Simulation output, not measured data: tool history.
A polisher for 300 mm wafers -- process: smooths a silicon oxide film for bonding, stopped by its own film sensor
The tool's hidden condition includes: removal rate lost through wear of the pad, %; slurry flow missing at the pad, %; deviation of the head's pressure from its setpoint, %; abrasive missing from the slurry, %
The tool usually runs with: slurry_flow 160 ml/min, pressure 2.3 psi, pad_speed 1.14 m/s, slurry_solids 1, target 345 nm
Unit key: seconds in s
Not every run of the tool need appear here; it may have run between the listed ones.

| run | hour | slurry_flow | pressure | pad_speed | slurry_solids | target | wafers since the last listed run | wafers polished on this pad | hours since the slurry nozzle was cleaned | hours since the head pressure was calibrated | hours since the slurry blender was calibrated | incoming thickness of the incoming film, nm | seconds |
|---|---|---|---|---|---|---|---|---|---|---|---|---|---|
| 1 | 0 | 160 | 2.3 | 1.14 | 1 | 345 | 0 | 84 | 247.7 | 1036 | 124.5 | 413.8 | 81.5 |
|  | 9.6 | slurry blender recalibrated |
| 2 | 10.1 | 160 | 2.3 | 1.14 | 1 | 345 | 94 | 178 | 257.8 | 1046.1 | 0.5 | 410.9 | 77.6 |
| 3 | 26.3 | 160 | 2.3 | 1.14 | 1 | 345 | 188 | 366 | 274 | 1062.3 | 16.7 | 401.9 | 69.2 |
|  | 37.2 | worn pad replaced by a new one |
| 4 | 43.6 | 160 | 2.3 | 1.14 | 1 | 345 | 154 | 74 | 291.3 | 1079.6 | 34 | 404.9 | 72.6 |
| 5 | 54.5 | 195 | 2.3 | 1.14 | 1 | 345 | 126 | 201 | 302.2 | 1090.5 | 44.9 | 413.4 | 81.2 |
| 6 | 61.8 | 195 | 2.3 | 1.14 | 1 | 345 | 84 | 286 | 309.5 | 1097.8 | 52.2 | 416.3 | 84.1 |
|  | 83 | worn pad replaced by a new one |
|  | 88.8 | head pressure recalibrated |
| 7 | 93.6 | 195 | 2.3 | 1.14 | 1 | 345 | 299 | 100 | 341.3 | 4.8 | 84 | 417.1 | 84.2 |
|  | 99.9 | slurry nozzle cleaned |
| 8 | 107.3 | 145 | 1.6 | 1.14 | 0.75 | 327 | 147 | 247 | 7.4 | 18.5 | 97.7 | 411.8 | 161.4 |
| 9 | 113.4 | 160 | 1.9 | 1.14 | 1 | 367 | 70 | 318 | 13.5 | 24.6 | 103.8 | 418.6 | 74 |
| 10 | 122 | 160 | 2.3 | 1.14 | 1 | 345 | 99 | 418 | 22.1 | 33.2 | 112.4 | 409.6 | 77.2 |
|  | 130.1 | worn pad replaced by a new one |
| 11 | 135.8 | 160 | 2.3 | 0.78 | 1 | 345 | 113 | 66 | 35.9 | 47 | 126.2 | 406.7 | 99.2 |
|  | 142.3 | slurry blender recalibrated |
| 12 | 148.9 | 145 | 2.3 | 1.14 | 1 | 338 | 129 | 195 | 49 | 60.1 | 6.6 | 408.4 | 85.1 |
| 13 | 158.5 | 175 | 2.9 | 1.14 | 1 | 356 | 111 | 306 | 58.6 | 69.7 | 16.2 | 412.6 | 53.4 |
| 14 | 171.9 | 160 | 2.3 | 1.14 | 1 | 327 | 155 | 462 | 72 | 83.1 | 29.6 | 411.4 | 100.7 |
|  | 177.8 | worn pad replaced by a new one |
| 15 | 186.8 | 160 | 2.3 | 0.78 | 1 | 345 | 126 | 104 | 86.9 | 98 | 44.5 | 405.5 | 100.7 |

What was the tool's hidden state at every run in the log?
removal rate lost through wear of the pad, %: 0 across all the runs
slurry flow missing at the pad, %: 0 across all the runs
deviation of the head's pressure from its setpoint, %: 0 across all the runs
abrasive missing from the slurry, %: 0 across all the runs
